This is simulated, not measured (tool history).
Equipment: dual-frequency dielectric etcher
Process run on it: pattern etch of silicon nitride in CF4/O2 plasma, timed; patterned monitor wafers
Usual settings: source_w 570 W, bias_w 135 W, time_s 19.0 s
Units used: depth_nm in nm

| run | hour | source_w | bias_w | time_s | wafers since the last listed run | hours since the last wet clean | hours since the last source power generator calibration | hours since the last bias power generator calibration | hours since the last upper electrode change | hours since the gauge calibration | read-back reference wafer on the same gauge, depth_nm | depth_nm |
|---|---|---|---|---|---|---|---|---|---|---|---|---|
| 1 | 0.0 | 570 | 135 | 19.0 | 0 | 118.1 | 3269.8 | 1688.5 | 2139.8 | 336.6 | 34.84 | 41.77 |
| 2 | 31.1 | 570 | 135 | 19.0 | 252 | 149.2 | 3300.9 | 1719.6 | 2170.9 | 367.7 | 34.77 | 41.82 |
| 3 | 76.3 | 570 | 135 | 19.0 | 367 | 194.4 | 3346.1 | 1764.8 | 2216.1 | 412.9 | 34.78 | 42.04 |
| 4 | 146.4 | 570 | 135 | 19.0 | 569 | 264.5 | 3416.2 | 1834.9 | 2286.2 | 483.0 | 34.82 | 42.11 |
| 5 | 171.7 | 570 | 135 | 19.0 | 205 | 289.8 | 3441.5 | 1860.2 | 2311.5 | 508.3 | 34.76 | 42.06 |
| 6 | 224.6 | 570 | 135 | 15.5 | 429 | 342.7 | 3494.4 | 1913.1 | 2364.4 | 561.2 | 34.80 | 34.51 |
| 7 | 252.6 | 570 | 135 | 15.5 | 227 | 370.7 | 3522.4 | 1941.1 | 2392.4 | 589.2 | 34.82 | 34.65 |
| 8 | 285.0 | 570 | 135 | 15.5 | 263 | 403.1 | 3554.8 | 1973.5 | 2424.8 | 621.6 | 34.83 | 34.60 |
| 9 | 343.7 | 570 | 135 | 19.0 | 477 | 461.8 | 3613.5 | 2032.2 | 2483.5 | 680.3 | 34.79 | 42.54 |
| 10 | 413.8 | 570 | 135 | 19.0 | 569 | 531.9 | 3683.6 | 2102.3 | 2553.6 | 750.4 | 34.80 | 42.85 |
|  | 424.1 | source power generator calibrated |
| 11 | 441.8 | 570 | 135 | 19.0 | 195 | 559.9 | 17.7 | 2130.3 | 2581.6 | 778.4 | 34.77 | 40.67 |
|  | 475.2 | wet clean of the chamber |
| 12 | 475.6 | 570 | 135 | 23.0 | 79 | 0.4 | 51.5 | 2164.1 | 2615.4 | 812.2 | 34.81 | 48.37 |
| 13 | 532.4 | 680 | 135 | 19.0 | 461 | 57.2 | 108.3 | 2220.9 | 2672.2 | 869.0 | 34.83 | 47.96 |
| 14 | 586.2 | 570 | 135 | 19.0 | 437 | 111.0 | 162.1 | 2274.7 | 2726.0 | 922.8 | 34.75 | 40.07 |
| 15 | 644.1 | 680 | 135 | 19.0 | 470 | 168.9 | 220.0 | 2332.6 | 2783.9 | 980.7 | 34.79 | 48.03 |
| 16 | 702.8 | 530 | 117 | 19.0 | 477 | 227.6 | 278.7 | 2391.3 | 2842.6 | 1039.4 | 34.83 | 35.32 |
| 17 | 733.8 | 570 | 135 | 16.5 | 251 | 258.6 | 309.7 | 2422.3 | 2873.6 | 1070.4 | 34.77 | 34.88 |
| 18 | 757.9 | 530 | 117 | 19.0 | 195 | 282.7 | 333.8 | 2446.4 | 2897.7 | 1094.5 | 34.84 | 35.29 |
|  | 806.3 | upper electrode replaced |
| 19 | 820.7 | 440 | 107 | 23.5 | 315 | 345.5 | 396.6 | 2509.2 | 14.4 | 1157.3 | 34.81 | 34.63 |
| 20 | 854.2 | 570 | 135 | 19.0 | 272 | 379.0 | 430.1 | 2542.7 | 47.9 | 1190.8 | 34.77 | 40.58 |
|  | 887.1 | gauge calibrated |
| 21 | 896.0 | 690 | 135 | 15.5 | 339 | 420.8 | 471.9 | 2584.5 | 89.7 | 8.9 | 34.84 | 40.27 |
|  | 903.7 | bias power generator calibrated |
| 22 | 965.3 | 570 | 135 | 21.5 | 530 | 490.1 | 541.2 | 61.6 | 159.0 | 78.2 | 34.84 | 45.88 |
| 23 | 993.0 | 440 | 168 | 24.0 | 225 | 517.8 | 568.9 | 89.3 | 186.7 | 105.9 | 34.74 | 42.07 |
|  | 1067.5 | wet clean of the chamber |
| 24 | 1068.0 | 570 | 166 | 17.0 | 414 | 0.5 | 643.9 | 164.3 | 261.7 | 180.9 | 34.87 | 38.56 |
| 25 | 1087.6 | 570 | 147 | 19.0 | 159 | 20.1 | 663.5 | 183.9 | 281.3 | 200.5 | 34.81 | 41.39 |
| 26 | 1123.5 | 630 | 135 | 19.0 | 291 | 56.0 | 699.4 | 219.8 | 317.2 | 236.4 | 34.80 | 44.30 |
| 27 | 1191.8 | 510 | 135 | 21.0 | 555 | 124.3 | 767.7 | 288.1 | 385.5 | 304.7 | 34.78 | 39.35 |

Branching from run 27: 3 alternative next runs. What would each branch give?
| A | 1192.2 | 460 | 135 | 19.0 | 3 | 124.7 | 768.1 | 288.5 | 385.9 | 305.1 | ? | ? |
| B | 1192.2 | 660 | 109 | 23.0 | 3 | 124.7 | 768.1 | 288.5 | 385.9 | 305.1 | ? | ? |
| C | 1192.2 | 490 | 103 | 19.0 | 3 | 124.7 | 768.1 | 288.5 | 385.9 | 305.1 | ? | ? |

| run | read-back reference wafer on the same gauge, depth_nm | depth_nm |
|---|---|---|
| A | 34.83 | 31.81 |
| B | 34.83 | 52.52 |
| C | 34.83 | 31.01 |
Without the tool's unlogged condition, the same runs would have read:
| run | depth_nm |
|---|---|
| A | 31.57 |
| B | 52.13 |
| C | 30.78 |

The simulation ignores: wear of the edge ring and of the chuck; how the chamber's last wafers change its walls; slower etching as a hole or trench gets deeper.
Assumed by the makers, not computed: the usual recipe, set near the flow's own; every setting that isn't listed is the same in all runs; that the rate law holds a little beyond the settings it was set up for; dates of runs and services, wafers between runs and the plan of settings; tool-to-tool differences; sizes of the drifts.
